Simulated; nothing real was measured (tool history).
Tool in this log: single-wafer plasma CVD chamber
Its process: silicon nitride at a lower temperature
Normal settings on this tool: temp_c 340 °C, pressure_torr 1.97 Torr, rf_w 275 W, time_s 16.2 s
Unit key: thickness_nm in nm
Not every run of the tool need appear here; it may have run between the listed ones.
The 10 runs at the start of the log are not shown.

run,hour,temp_c,pressure_torr,rf_w,time_s,"read-back reference wafer on the same gauge, thickness_nm",thickness_nm
# hour 151.5: capacitance manometer re-zeroed and calibrated
11,154.2,330,1.83,320,19.4,16.285,21.766
12,164.5,346,1.71,320,16.2,16.289,17.924
13,179.1,340,1.97,315,17.9,16.287,20.098
14,191.9,340,1.97,275,16.2,16.303,17.034
15,202.3,355,1.97,300,13.9,16.297,15.188
16,218.4,340,1.49,275,16.2,16.307,16.474
17,227.7,336,2.32,235,14.7,16.303,14.627
# hour 236.3: thermocouple changed; heater temperature recalibrated
18,236.8,340,1.52,275,16.2,16.292,16.441
19,252.0,353,1.97,315,16.2,16.304,18.051
20,269.7,345,1.97,230,16.2,16.310,15.559
21,282.6,340,1.97,275,16.2,16.300,17.040
22,299.7,344,1.50,275,16.2,16.297,16.436
23,313.7,353,1.97,275,16.2,16.294,16.881
24,322.0,340,1.62,225,16.2,16.299,15.121
25,338.1,354,1.97,300,16.2,16.283,17.620
26,350.8,340,1.97,225,16.2,16.292,15.455
27,358.6,340,1.97,275,16.2,16.286,17.020
28,371.5,330,1.97,275,16.2,16.307,16.984
29,383.6,330,1.83,320,19.4,16.305,21.750
30,396.8,350,1.80,275,16.2,16.307,16.696

Forecast each of these 3 alternatives for the next run:
A,397.2,340,1.97,320,16.2,?,?
B,397.2,346,1.97,275,16.2,?,?
C,397.2,326,2.34,275,16.2,?,?

run,"read-back reference wafer on the same gauge, thickness_nm",thickness_nm
A,16.302,18.269
B,16.302,16.956
C,16.302,17.468
Without the tool's unlogged condition, the same runs would have read:
run,thickness_nm
A,18.456
B,17.138
C,17.655

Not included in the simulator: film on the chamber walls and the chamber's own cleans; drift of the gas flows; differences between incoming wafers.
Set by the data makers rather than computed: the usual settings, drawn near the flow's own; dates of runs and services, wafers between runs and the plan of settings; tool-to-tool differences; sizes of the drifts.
